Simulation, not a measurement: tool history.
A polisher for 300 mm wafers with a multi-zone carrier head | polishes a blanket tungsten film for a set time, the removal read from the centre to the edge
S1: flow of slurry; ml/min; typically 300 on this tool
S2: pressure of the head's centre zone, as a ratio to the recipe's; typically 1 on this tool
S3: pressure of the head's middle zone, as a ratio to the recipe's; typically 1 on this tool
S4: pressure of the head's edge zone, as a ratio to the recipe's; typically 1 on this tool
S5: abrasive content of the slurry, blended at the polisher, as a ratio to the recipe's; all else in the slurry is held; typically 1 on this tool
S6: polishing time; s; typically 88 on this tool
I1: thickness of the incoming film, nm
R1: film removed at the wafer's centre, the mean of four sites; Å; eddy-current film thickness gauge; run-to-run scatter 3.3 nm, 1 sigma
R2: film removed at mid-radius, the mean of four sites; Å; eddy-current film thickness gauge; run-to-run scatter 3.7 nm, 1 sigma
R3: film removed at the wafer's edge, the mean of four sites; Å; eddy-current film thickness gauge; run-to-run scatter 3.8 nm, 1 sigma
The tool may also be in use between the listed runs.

run     day   S1    S2    S3    S4    S5   S6      I1    R1    R2    R3
  1       0  300     1  1.08     1  0.75   88  1557.9  2758  2965  2829
      1.008  -- slurry nozzle cleaned
  2   1.967  300     1     1     1     1   88  1586.1  3059  3134  3119
      6.921  -- centre zone pressure recalibrated
  3   8.162  300  0.89     1  0.88     1   88  1578.8  2884  3064  2815
  4   9.246  300     1     1     1     1   88  1570.4  2956  3046  3056
  5  10.908  300  0.93     1   0.9  0.75   73  1578.2  2267  2374  2280
  6  12.692  300     1     1     1     1   77  1582.2  2539  2643  2640
     14.183  -- edge zone pressure recalibrated
  7  15.404  325   0.9     1     1  0.75   88  1553.7  2677  2841  2861
       17.5  -- worn pad replaced by a new one
  8    17.9  300  1.11     1     1     1  119  1570.5  4267  3920  3947
  9  19.092  300     1     1     1     1   88  1554.5  2929  2957  2960
     19.371  -- carrier head's membrane replaced by a new one
 10  20.692  355   1.1  1.04  1.11     1   88  1556.2  3146  3053  3157
 11  22.983  300  0.96     1     1   0.9  109  1568.2  3521  3615  3604
     24.062  -- slurry nozzle cleaned
 12  24.412  300     1  1.09  0.89  1.25   88  1548.1  3249  3477  3085
 13  26.267  300     1     1     1     1   88  1555.2  3028  3098  3103
 14  28.167  390     1     1   0.9     1   71  1564.9  2547  2507  2422
 15  30.346  300     1     1  1.08     1   88  1561.5  3004  3026  3238
     30.529  -- centre zone pressure recalibrated
 16  31.417  300     1     1  0.94     1   88  1546.3  2947  3019  2950
 17  34.108  300     1     1     1     1   88  1583.4  2882  2992  3031
     34.912  -- worn pad replaced by a new one
 18  35.575  300     1     1     1     1   88  1539.3  2927  2962  2996
 19  38.312  300     1     1  0.91  1.25   88    1553  3073  3135  3040
 20  40.979  270     1  1.08     1   0.7   88  1558.7  2639  2907  2719

State the hidden condition of the tool at each of the runs:
removal rate lost through wear of the pad, %: 0 at every run
deviation of the centre zone's pressure from its setpoint, %: 0 at every run
deviation of the edge zone's pressure from its setpoint, %: 0 at every run
H1: slurry flow missing at the pad, %
run    H1
  1    33
  2  5.57
  3  20.5
  4  22.1
  5  24.1
  6  25.8
  7  27.7
  8    29
  9  29.5
 10    30
 11  30.6
 12  5.71
 13    12
 14  17.1
 15  21.5
 16  23.2
 17  26.6
 18  28.1
 19    30
 20  31.4
